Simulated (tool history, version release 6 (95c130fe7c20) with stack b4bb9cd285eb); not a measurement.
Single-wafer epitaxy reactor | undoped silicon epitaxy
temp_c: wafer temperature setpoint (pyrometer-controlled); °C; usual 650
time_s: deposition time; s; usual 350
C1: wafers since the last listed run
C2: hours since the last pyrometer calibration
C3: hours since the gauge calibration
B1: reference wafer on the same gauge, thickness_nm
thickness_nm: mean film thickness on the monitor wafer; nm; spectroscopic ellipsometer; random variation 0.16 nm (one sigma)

Run 1, hour 0: usual settings; C1 0; C2 954.9; C3 1482.1; B1 52.389. Result: thickness_nm 64.12 nm.
Run 2, hour 68.4: usual settings; C1 457; C2 1023.3; C3 1550.5; B1 52.391. Result: thickness_nm 64.194 nm.
Run 3, hour 135.1: usual settings; C1 446; C2 1090; C3 1617.2; B1 52.412. Result: thickness_nm 64.073 nm.
Run 4, hour 176.4: usual settings; C1 276; C2 1131.3; C3 1658.5; B1 52.422. Result: thickness_nm 64.357 nm.
Run 5, hour 240.4: usual settings; C1 428; C2 1195.3; C3 1722.5; B1 52.453. Result: thickness_nm 64.206 nm.
Run 6, hour 329.2: usual settings; C1 593; C2 1284.1; C3 1811.3; B1 52.391. Result: thickness_nm 64.62 nm.
Run 7, hour 401.1: usual settings; C1 480; C2 1356; C3 1883.2; B1 52.434. Result: thickness_nm 64.27 nm.
Run 8, hour 503.6: usual settings; C1 685; C2 1458.5; C3 1985.7; B1 52.423. Result: thickness_nm 64.609 nm.
Run 9, hour 604.4: usual settings; C1 674; C2 1559.3; C3 2086.5; B1 52.354. Result: thickness_nm 64.612 nm.
Run 10, hour 687.1: usual settings; C1 553; C2 1642; C3 2169.2; B1 52.403. Result: thickness_nm 64.457 nm.
Run 11, hour 991.2: usual settings but time_s 315 s; C1 2033; C2 1946.1; C3 2473.3; B1 52.399. Result: thickness_nm 58.212 nm.
Run 12, hour 1099: usual settings but time_s 315 s; C1 720; C2 2053.9; C3 2581.1; B1 52.34. Result: thickness_nm 58.112 nm.
At hour 1157.3: pyrometer calibrated.
Run 13, hour 1165.9: usual settings but time_s 315 s; C1 393; C2 8.6; C3 2648; B1 52.422. Result: thickness_nm 57.23 nm.
Run 14, hour 1216.9: usual settings; C1 341; C2 59.6; C3 2699; B1 52.443. Result: thickness_nm 63.436 nm.
Run 15, hour 1287.4: usual settings; C1 471; C2 130.1; C3 2769.5; B1 52.405. Result: thickness_nm 63.736 nm.
Run 16, hour 1336.5: usual settings; C1 328; C2 179.2; C3 2818.6; B1 52.384. Result: thickness_nm 63.971 nm.
Run 17, hour 1404.8: usual settings but temp_c 647 °C; C1 456; C2 247.5; C3 2886.9; B1 52.445. Result: thickness_nm 59.179 nm.
Run 18, hour 1498.1: usual settings but temp_c 647 °C; C1 623; C2 340.8; C3 2980.2; B1 52.425. Result: thickness_nm 59.131 nm.
Run 19, hour 1584.1: usual settings; C1 575; C2 426.8; C3 3066.2; B1 52.444. Result: thickness_nm 63.964 nm.
Run 20, hour 1839.2: usual settings; C1 1706; C2 681.9; C3 3321.3; B1 52.38. Result: thickness_nm 64.309 nm.
Run 21, hour 1933.4: usual settings but temp_c 636 °C, time_s 295 s; C1 629; C2 776.1; C3 3415.5; B1 52.397. Result: thickness_nm 37.891 nm.
Run 22, hour 1995.1: usual settings; C1 412; C2 837.8; C3 3477.2; B1 52.398. Result: thickness_nm 64.092 nm.
Run 23, hour 2068.9: usual settings but temp_c 638 °C, time_s 305 s; C1 493; C2 911.6; C3 3551; B1 52.414. Result: thickness_nm 41.143 nm.
Run 24, hour 2149.4: usual settings but temp_c 656 °C, time_s 375 s; C1 538; C2 992.1; C3 3631.5; B1 52.404. Result: thickness_nm 79.559 nm.
Run 25, hour 2254.9: usual settings; C1 705; C2 1097.6; C3 3737; B1 52.414. Result: thickness_nm 63.894 nm.
At hour 2274.2: gauge calibrated.
Run 26, hour 2308.4: usual settings but temp_c 646 °C, time_s 406 s; C1 357; C2 1151.1; C3 34.2; B1 52.413. Result: thickness_nm 67.255 nm.
Run 27, hour 2368.5: usual settings but temp_c 637 °C, time_s 391 s; C1 401; C2 1211.2; C3 94.3; B1 52.373. Result: thickness_nm 51.791 nm.
Run 28, hour 2443.5: usual settings but temp_c 638 °C; C1 501; C2 1286.2; C3 169.3; B1 52.412. Result: thickness_nm 47.514 nm.
Run 29, hour 2527.3: usual settings but temp_c 654 °C, time_s 327 s; C1 560; C2 1370; C3 253.1; B1 52.379. Result: thickness_nm 66.047 nm.
Run 30, hour 2595: usual settings but temp_c 642 °C, time_s 417 s; C1 452; C2 1437.7; C3 320.8; B1 52.435. Result: thickness_nm 62.561 nm.
Run 31, hour 2668.4: usual settings but temp_c 665 °C, time_s 376 s; C1 490; C2 1511.1; C3 394.2; B1 52.45. Result: thickness_nm 99.225 nm.
Run 32, hour 2735.7: usual settings but temp_c 660 °C, time_s 399 s; C1 450; C2 1578.4; C3 461.5; B1 52.357. Result: thickness_nm 93.585 nm.
Run 33, hour 2780.2: usual settings; C1 297; C2 1622.9; C3 506; B1 52.38. Result: thickness_nm 64.372 nm.
Run 34, hour 2842.9: usual settings but temp_c 636 °C, time_s 305 s; C1 419; C2 1685.6; C3 568.7; B1 52.403. Result: thickness_nm 39.222 nm.
Run 35, hour 2881.5: usual settings but temp_c 638 °C, time_s 306 s; C1 258; C2 1724.2; C3 607.3; B1 52.382. Result: thickness_nm 41.528 nm.
Run 36, hour 2939.2: usual settings but time_s 400 s; C1 385; C2 1781.9; C3 665; B1 52.313. Result: thickness_nm 73.387 nm.

Hidden state or all else? Some run-to-run changes of thickness_nm, split into what the settings, what came in and random variation would give without the hidden state, and what is left for the hidden state (with any gauge scatter that isn't in both results):
The hidden state here: wafer temperature above the value expected at the setpoint (K); gauge reads high (%).
Run 12 -> 13: pyrometer calibrated. thickness_nm -0.882 nm: hidden state -0.937, all else +0.055.
Run 23 -> 24: temp_c 638 -> 656, time_s 305 -> 375. thickness_nm +38.416 nm: hidden state +0.25, all else +38.166.
Run 30 -> 31: temp_c 642 -> 665, time_s 417 -> 376. thickness_nm +36.664 nm: hidden state +0.34, all else +36.324.
Run 35 -> 36: temp_c 638 -> 650, time_s 306 -> 400. thickness_nm +31.859 nm: hidden state +0.367, all else +31.492.
